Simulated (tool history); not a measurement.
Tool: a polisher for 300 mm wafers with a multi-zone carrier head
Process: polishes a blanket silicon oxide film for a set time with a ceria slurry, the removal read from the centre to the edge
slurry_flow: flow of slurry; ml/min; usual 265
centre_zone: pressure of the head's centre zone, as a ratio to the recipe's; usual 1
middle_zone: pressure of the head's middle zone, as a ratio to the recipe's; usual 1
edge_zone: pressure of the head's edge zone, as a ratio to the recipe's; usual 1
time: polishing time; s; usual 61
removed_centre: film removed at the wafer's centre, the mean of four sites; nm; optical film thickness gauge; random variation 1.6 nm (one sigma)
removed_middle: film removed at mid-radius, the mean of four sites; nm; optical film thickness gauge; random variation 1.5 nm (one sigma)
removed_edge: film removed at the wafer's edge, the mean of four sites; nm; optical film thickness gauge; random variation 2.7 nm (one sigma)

run	hour	slurry_flow	centre_zone	middle_zone	edge_zone	time	wafers since the last listed run	wafers polished on this pad	hours since the slurry nozzle was cleaned	hours since the centre zone pressure was calibrated	hours since the edge zone pressure was calibrated	hours since the carrier head's membrane was replaced	incoming thickness of the incoming film, nm	removed_centre	removed_middle	removed_edge
1	0	265	1	1	1	61	0	413	35.5	604.2	1240.1	554.3	860.9	251.7	249.7	250.7
2	11.2	265	1	1	1	61	120	533	46.7	615.4	1251.3	565.5	858.6	247.8	245.4	247.7
3	25.3	265	0.91	1.04	1.08	46	151	685	60.8	629.5	1265.4	579.6	843.1	173.2	189.5	195.2
# hour 69: worn pad replaced by a new one
# hour 75.6: carrier head's membrane replaced by a new one
# hour 76.6: centre zone pressure recalibrated
4	77.1	265	1	1.11	1	61	449	21	112.6	0.5	1317.2	1.5	853.3	250.7	263.8	245.6
5	84.3	320	1.06	1	1.03	61	77	99	119.8	7.7	1324.4	8.7	842.4	269.1	257.8	257
6	94.6	265	1	1	1	61	110	210	130.1	18	1334.7	19	841.7	251.9	247.7	246
# hour 99.4: edge zone pressure recalibrated
7	110.9	265	1	1	1	61	154	364	146.4	34.3	11.5	35.3	848.5	250.2	247.6	250.3
8	122.4	265	0.95	0.96	0.95	40	123	488	157.9	45.8	23	46.8	866.3	157	159.2	161.2
9	133.3	265	1	1	1	61	117	605	168.8	56.7	33.9	57.7	862.4	245.8	245.1	242.6
10	145.2	265	1	1	1	61	128	733	180.7	68.6	45.8	69.6	841	245.1	244.6	245.6
11	154.7	265	1	1	1.11	61	102	836	190.2	78.1	55.3	79.1	854.8	244.4	243.3	253.9
12	162.4	265	0.89	1.04	1	61	82	919	197.9	85.8	63	86.8	843.3	223.6	245.9	242.5
# hour 166.5: worn pad replaced by a new one
13	177.6	330	1.04	1.05	1.03	61	120	119	213.1	101	78.2	102	846.2	268.6	263.5	258.5
14	184.7	265	1	0.93	1.08	79	76	195	220.2	108.1	85.3	109.1	862.4	325.7	312.4	340.1
15	192.4	265	0.95	0.96	0.95	40	82	278	227.9	115.8	93	116.8	858.9	159.4	160.3	163
16	199.9	265	1.09	1.12	1	54	80	359	235.4	123.3	100.5	124.3	854.9	237	232	220.9
17	213.6	220	1	1	1.07	50	147	507	249.1	137	114.2	138	847	198.6	197.7	205.9
18	221.3	265	1.06	1	0.93	74	82	589	256.8	144.7	121.9	145.7	844.9	317.6	297.9	288.1
19	227.8	265	1	1.06	1	61	70	659	263.3	151.2	128.4	152.2	836.5	249	253	248.2
20	243.2	180	1	1.06	1.06	61	165	825	278.7	166.6	143.8	167.6	842.5	232	236.2	240
21	259.9	265	1	0.92	0.94	61	179	1005	295.4	183.3	160.5	184.3	843.9	243.7	233.2	236.6

Hidden state at the last listed run before each entry between runs and at the first one after, where it differs:
Between runs 3 and 4: worn pad replaced by a new one (hour 69); carrier head's membrane replaced by a new one (hour 75.6); centre zone pressure recalibrated (hour 76.6)
  removal rate lost through wear of the pad, %: 1.61 -> 0.48
  measured less the result without the state, removed_centre: -2.9 -> -1.2 nm; removed_middle: -3.1 -> -1.3 nm; removed_edge: -3.2 -> -1.2 nm
Between runs 6 and 7: edge zone pressure recalibrated (hour 99.4)
  removal rate lost through wear of the pad, %: 0.681 -> 1.06
  measured less the result without the state, removed_centre: -1.7 -> -2.6 nm; removed_middle: -1.7 -> -2.6 nm; removed_edge: -1.7 -> -2.7 nm
Between runs 12 and 13: worn pad replaced by a new one (hour 166.5)
  removal rate lost through wear of the pad, %: 3.44 -> 0.134
  measured less the result without the state, removed_centre: -7.9 -> -0.4 nm; removed_middle: -8.8 -> -0.3 nm; removed_edge: -8.6 -> -0.3 nm

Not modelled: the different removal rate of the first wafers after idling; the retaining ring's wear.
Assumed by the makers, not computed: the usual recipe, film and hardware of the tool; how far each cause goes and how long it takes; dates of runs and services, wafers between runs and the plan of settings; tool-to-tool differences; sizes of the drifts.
